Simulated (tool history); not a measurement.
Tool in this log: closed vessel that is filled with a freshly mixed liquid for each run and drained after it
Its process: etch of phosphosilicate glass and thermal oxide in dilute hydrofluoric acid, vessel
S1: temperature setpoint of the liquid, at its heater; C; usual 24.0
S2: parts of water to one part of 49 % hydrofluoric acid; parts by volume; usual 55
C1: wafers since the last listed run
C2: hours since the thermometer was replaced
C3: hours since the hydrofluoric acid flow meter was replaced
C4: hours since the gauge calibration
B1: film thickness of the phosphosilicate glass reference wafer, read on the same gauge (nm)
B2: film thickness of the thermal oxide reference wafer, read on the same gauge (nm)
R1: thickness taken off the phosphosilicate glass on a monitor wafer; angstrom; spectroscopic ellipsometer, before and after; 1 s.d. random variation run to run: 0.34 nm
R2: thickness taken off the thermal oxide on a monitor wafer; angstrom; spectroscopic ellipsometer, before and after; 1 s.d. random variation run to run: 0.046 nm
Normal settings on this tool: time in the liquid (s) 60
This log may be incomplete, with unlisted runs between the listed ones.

run 1 hour=0.0 | S1=24.0 S2=55 time_in_the_liquid_(s)=60 | C1=0 C2=333.8 C3=480.8 C4=1150.2 | B1=109.95 B2=69.98 | R1=673.4 R2=50.9
run 2 hour=58.7 | S1=24.0 S2=55 time_in_the_liquid_(s)=60 | C1=4239 C2=392.5 C3=539.5 C4=1208.9 | B1=109.98 B2=69.99 | R1=666.0 R2=50.9
run 3 hour=124.3 | S1=24.0 S2=55 time_in_the_liquid_(s)=60 | C1=4737 C2=458.1 C3=605.1 C4=1274.5 | B1=110.00 B2=70.00 | R1=668.0 R2=51.6
run 4 hour=187.7 | S1=24.0 S2=55 time_in_the_liquid_(s)=60 | C1=4578 C2=521.5 C3=668.5 C4=1337.9 | B1=109.99 B2=69.98 | R1=672.9 R2=51.6
run 5 hour=256.7 | S1=24.0 S2=55 time_in_the_liquid_(s)=60 | C1=4983 C2=590.5 C3=737.5 C4=1406.9 | B1=110.01 B2=69.98 | R1=677.5 R2=50.4
run 6 hour=286.7 | S1=24.0 S2=55 time_in_the_liquid_(s)=60 | C1=2166 C2=620.5 C3=767.5 C4=1436.9 | B1=110.00 B2=69.99 | R1=661.7 R2=50.1
run 7 hour=328.4 | S1=21.0 S2=55 time_in_the_liquid_(s)=60 | C1=3011 C2=662.2 C3=809.2 C4=1478.6 | B1=109.99 B2=69.99 | R1=588.4 R2=44.4
-- hour=338.5 gauge calibrated
run 8 hour=371.3 | S1=21.0 S2=55 time_in_the_liquid_(s)=60 | C1=3098 C2=705.1 C3=852.1 C4=32.8 | B1=109.99 B2=70.01 | R1=590.9 R2=45.0
run 9 hour=400.1 | S1=21.0 S2=55 time_in_the_liquid_(s)=60 | C1=2079 C2=733.9 C3=880.9 C4=61.6 | B1=110.03 B2=69.98 | R1=592.7 R2=45.7
run 10 hour=439.2 | S1=24.0 S2=55 time_in_the_liquid_(s)=60 | C1=2823 C2=773.0 C3=920.0 C4=100.7 | B1=110.01 B2=70.02 | R1=670.4 R2=51.0
-- hour=444.8 thermometer replaced
run 11 hour=498.4 | S1=24.0 S2=55 time_in_the_liquid_(s)=60 | C1=4203 C2=53.6 C3=979.2 C4=159.9 | B1=109.98 B2=70.02 | R1=670.1 R2=51.5
run 12 hour=525.5 | S1=24.0 S2=55 time_in_the_liquid_(s)=60 | C1=1957 C2=80.7 C3=1006.3 C4=187.0 | B1=110.01 B2=69.99 | R1=675.7 R2=51.8
run 13 hour=555.0 | S1=25.5 S2=65 time_in_the_liquid_(s)=35 | C1=2130 C2=110.2 C3=1035.8 C4=216.5 | B1=109.98 B2=69.98 | R1=347.6 R2=26.2
run 14 hour=616.3 | S1=24.0 S2=70 time_in_the_liquid_(s)=60 | C1=4427 C2=171.5 C3=1097.1 C4=277.8 | B1=109.99 B2=70.00 | R1=515.3 R2=39.5
run 15 hour=672.1 | S1=24.0 S2=55 time_in_the_liquid_(s)=60 | C1=4029 C2=227.3 C3=1152.9 C4=333.6 | B1=110.02 B2=70.02 | R1=670.0 R2=50.9
run 16 hour=697.1 | S1=24.0 S2=55 time_in_the_liquid_(s)=60 | C1=1805 C2=252.3 C3=1177.9 C4=358.6 | B1=109.96 B2=69.99 | R1=674.6 R2=51.7
run 17 hour=744.7 | S1=24.0 S2=55 time_in_the_liquid_(s)=60 | C1=3437 C2=299.9 C3=1225.5 C4=406.2 | B1=110.02 B2=69.99 | R1=672.9 R2=50.4
run 18 hour=805.1 | S1=22.0 S2=70 time_in_the_liquid_(s)=70 | C1=4362 C2=360.3 C3=1285.9 C4=466.6 | B1=109.98 B2=70.01 | R1=554.9 R2=42.2
run 19 hour=862.4 | S1=24.0 S2=35 time_in_the_liquid_(s)=85 | C1=4138 C2=417.6 C3=1343.2 C4=523.9 | B1=109.99 B2=69.97 | R1=1534.7 R2=117.1
-- hour=917.9 hydrofluoric acid flow meter replaced
run 20 hour=918.5 | S1=24.0 S2=55 time_in_the_liquid_(s)=90 | C1=3979 C2=473.7 C3=0.6 C4=580.0 | B1=110.04 B2=69.99 | R1=1005.1 R2=76.7
run 21 hour=989.6 | S1=21.5 S2=55 time_in_the_liquid_(s)=40 | C1=5134 C2=544.8 C3=71.7 C4=651.1 | B1=110.04 B2=70.00 | R1=404.6 R2=30.5
run 22 hour=1047.4 | S1=27.5 S2=65 time_in_the_liquid_(s)=70 | C1=4174 C2=602.6 C3=129.5 C4=708.9 | B1=110.01 B2=70.02 | R1=742.2 R2=56.9
run 23 hour=1088.5 | S1=21.0 S2=55 time_in_the_liquid_(s)=60 | C1=2968 C2=643.7 C3=170.6 C4=750.0 | B1=109.99 B2=70.04 | R1=595.2 R2=45.5
run 24 hour=1120.0 | S1=25.5 S2=80 time_in_the_liquid_(s)=95 | C1=2274 C2=675.2 C3=202.1 C4=781.5 | B1=110.03 B2=70.01 | R1=751.8 R2=57.3
run 25 hour=1177.0 | S1=24.0 S2=55 time_in_the_liquid_(s)=60 | C1=4116 C2=732.2 C3=259.1 C4=838.5 | B1=110.02 B2=69.99 | R1=674.7 R2=51.2
-- hour=1203.0 thermometer replaced
run 26 hour=1245.8 | S1=24.0 S2=55 time_in_the_liquid_(s)=60 | C1=4896 C2=42.8 C3=327.9 C4=907.3 | B1=110.00 B2=70.01 | R1=669.5 R2=51.4

Alternative continuations, all from the tool just after run 26; predict every row:
run A hour=1246.5 | S1=24.0 S2=55 time_in_the_liquid_(s)=60 | C1=50 C2=43.5 C3=328.6 C4=908.0 | B1=? B2=? | R1=? R2=?
run B hour=1246.5 | S1=21.5 S2=40 time_in_the_liquid_(s)=60 | C1=50 C2=43.5 C3=328.6 C4=908.0 | B1=? B2=? | R1=? R2=?
run C hour=1246.5 | S1=22.0 S2=75 time_in_the_liquid_(s)=80 | C1=50 C2=43.5 C3=328.6 C4=908.0 | B1=? B2=? | R1=? R2=?
run D hour=1246.5 | S1=26.0 S2=55 time_in_the_liquid_(s)=35 | C1=50 C2=43.5 C3=328.6 C4=908.0 | B1=? B2=? | R1=? R2=?

run=A B1=109.98 B2=70.00 R1=668.9 R2=50.1
run=B B1=109.98 B2=70.00 R1=845.0 R2=63.3
run=C B1=109.98 B2=70.00 R1=587.5 R2=44.0
run=D B1=109.98 B2=70.00 R1=423.3 R2=31.7
With the hidden condition removed and each run's random variation left untouched, the same runs would have given:
run=A R1=668.9 R2=50.1
run=B R1=845.0 R2=63.3
run=C R1=587.5 R2=44.0
run=D R1=423.3 R2=31.7
